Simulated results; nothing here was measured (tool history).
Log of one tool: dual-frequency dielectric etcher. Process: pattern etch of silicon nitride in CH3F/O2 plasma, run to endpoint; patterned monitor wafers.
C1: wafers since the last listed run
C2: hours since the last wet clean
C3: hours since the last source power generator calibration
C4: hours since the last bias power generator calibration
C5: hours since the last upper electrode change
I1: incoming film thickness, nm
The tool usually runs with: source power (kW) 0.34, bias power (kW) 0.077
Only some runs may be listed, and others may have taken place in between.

run 1 day=0 | source_power_(kW)=0.34 bias_power_(kW)=0.077 | C1=0 C2=203.4 C3=1409.9 C4=4363.3 C5=3779.2 | I1=94.2 | endpoint_time_(s)=117
run 2 day=2.767 | source_power_(kW)=0.34 bias_power_(kW)=0.077 | C1=270 C2=269.8 C3=1476.3 C4=4429.7 C5=3845.6 | I1=94.1 | endpoint_time_(s)=116
run 3 day=3.75 | source_power_(kW)=0.34 bias_power_(kW)=0.077 | C1=96 C2=293.4 C3=1499.9 C4=4453.3 C5=3869.2 | I1=94.8 | endpoint_time_(s)=117.3
run 4 day=4.275 | source_power_(kW)=0.34 bias_power_(kW)=0.077 | C1=51 C2=306 C3=1512.5 C4=4465.9 C5=3881.8 | I1=94.8 | endpoint_time_(s)=118
run 5 day=5.079 | source_power_(kW)=0.34 bias_power_(kW)=0.077 | C1=78 C2=325.3 C3=1531.8 C4=4485.2 C5=3901.1 | I1=95.2 | endpoint_time_(s)=119.3
run 6 day=5.967 | source_power_(kW)=0.34 bias_power_(kW)=0.077 | C1=86 C2=346.6 C3=1553.1 C4=4506.5 C5=3922.4 | I1=94.3 | endpoint_time_(s)=116.7
run 7 day=6.971 | source_power_(kW)=0.39 bias_power_(kW)=0.077 | C1=98 C2=370.7 C3=1577.2 C4=4530.6 C5=3946.5 | I1=94.4 | endpoint_time_(s)=112.2
run 8 day=7.629 | source_power_(kW)=0.31 bias_power_(kW)=0.067 | C1=64 C2=386.5 C3=1593 C4=4546.4 C5=3962.3 | I1=95.6 | endpoint_time_(s)=129.7
run 9 day=8.321 | source_power_(kW)=0.31 bias_power_(kW)=0.067 | C1=67 C2=403.1 C3=1609.6 C4=4563 C5=3978.9 | I1=95.1 | endpoint_time_(s)=129
-- day=10.762 wet clean of the chamber
run 10 day=10.783 | source_power_(kW)=0.34 bias_power_(kW)=0.077 | C1=142 C2=0.5 C3=1668.7 C4=4622.1 C5=4038 | I1=94.2 | endpoint_time_(s)=117
run 11 day=13.679 | source_power_(kW)=0.34 bias_power_(kW)=0.077 | C1=282 C2=70 C3=1738.2 C4=4691.6 C5=4107.5 | I1=93.5 | endpoint_time_(s)=116.9
run 12 day=14.475 | source_power_(kW)=0.34 bias_power_(kW)=0.077 | C1=77 C2=89.1 C3=1757.3 C4=4710.7 C5=4126.6 | I1=94.3 | endpoint_time_(s)=117.2
run 13 day=15.383 | source_power_(kW)=0.36 bias_power_(kW)=0.077 | C1=88 C2=110.9 C3=1779.1 C4=4732.5 C5=4148.4 | I1=94.9 | endpoint_time_(s)=116.1
-- day=15.879 source power generator calibrated
-- day=17.621 upper electrode replaced
run 14 day=18.838 | source_power_(kW)=0.3 bias_power_(kW)=0.068 | C1=223 C2=193.8 C3=71 C4=4815.4 C5=29.2 | I1=95.1 | endpoint_time_(s)=129.9
run 15 day=19.379 | source_power_(kW)=0.39 bias_power_(kW)=0.086 | C1=52 C2=206.8 C3=84 C4=4828.4 C5=42.2 | I1=93.9 | endpoint_time_(s)=106.3
run 16 day=20.029 | source_power_(kW)=0.34 bias_power_(kW)=0.077 | C1=63 C2=222.4 C3=99.6 C4=4844 C5=57.8 | I1=94.4 | endpoint_time_(s)=117.8
run 17 day=20.75 | source_power_(kW)=0.34 bias_power_(kW)=0.077 | C1=70 C2=239.7 C3=116.9 C4=4861.3 C5=75.1 | I1=94.2 | endpoint_time_(s)=117.6
run 18 day=21.717 | source_power_(kW)=0.34 bias_power_(kW)=0.077 | C1=94 C2=262.9 C3=140.1 C4=4884.5 C5=98.3 | I1=93.7 | endpoint_time_(s)=115.8
run 19 day=22.696 | source_power_(kW)=0.28 bias_power_(kW)=0.082 | C1=95 C2=286.4 C3=163.6 C4=4908 C5=121.8 | I1=94.8 | endpoint_time_(s)=123.9
-- day=23.379 bias power generator calibrated
run 20 day=23.683 | source_power_(kW)=0.34 bias_power_(kW)=0.089 | C1=80 C2=310.1 C3=187.3 C4=7.3 C5=145.5 | I1=94.6 | endpoint_time_(s)=109.7
run 21 day=24.362 | source_power_(kW)=0.41 bias_power_(kW)=0.092 | C1=66 C2=326.4 C3=203.6 C4=23.6 C5=161.8 | I1=94.5 | endpoint_time_(s)=102.4
run 22 day=25.758 | source_power_(kW)=0.38 bias_power_(kW)=0.077 | C1=136 C2=359.9 C3=237.1 C4=57.1 C5=195.3 | I1=94.4 | endpoint_time_(s)=113.4
-- day=26.783 wet clean of the chamber
run 23 day=27.1 | source_power_(kW)=0.29 bias_power_(kW)=0.077 | C1=33 C2=7.6 C3=269.3 C4=89.3 C5=227.5 | I1=95.4 | endpoint_time_(s)=125

Forecast run 24:
run 24 day=28.021 | source_power_(kW)=0.39 bias_power_(kW)=0.071 | C1=89 C2=29.7 C3=291.4 C4=111.4 C5=249.6 | I1=94.5 | endpoint_time_(s)=?

Run 24 produced endpoint time (s) 116.1.
If the tool had no hidden condition, the same run with the same run-to-run variation would have returned endpoint time (s) 116.1.
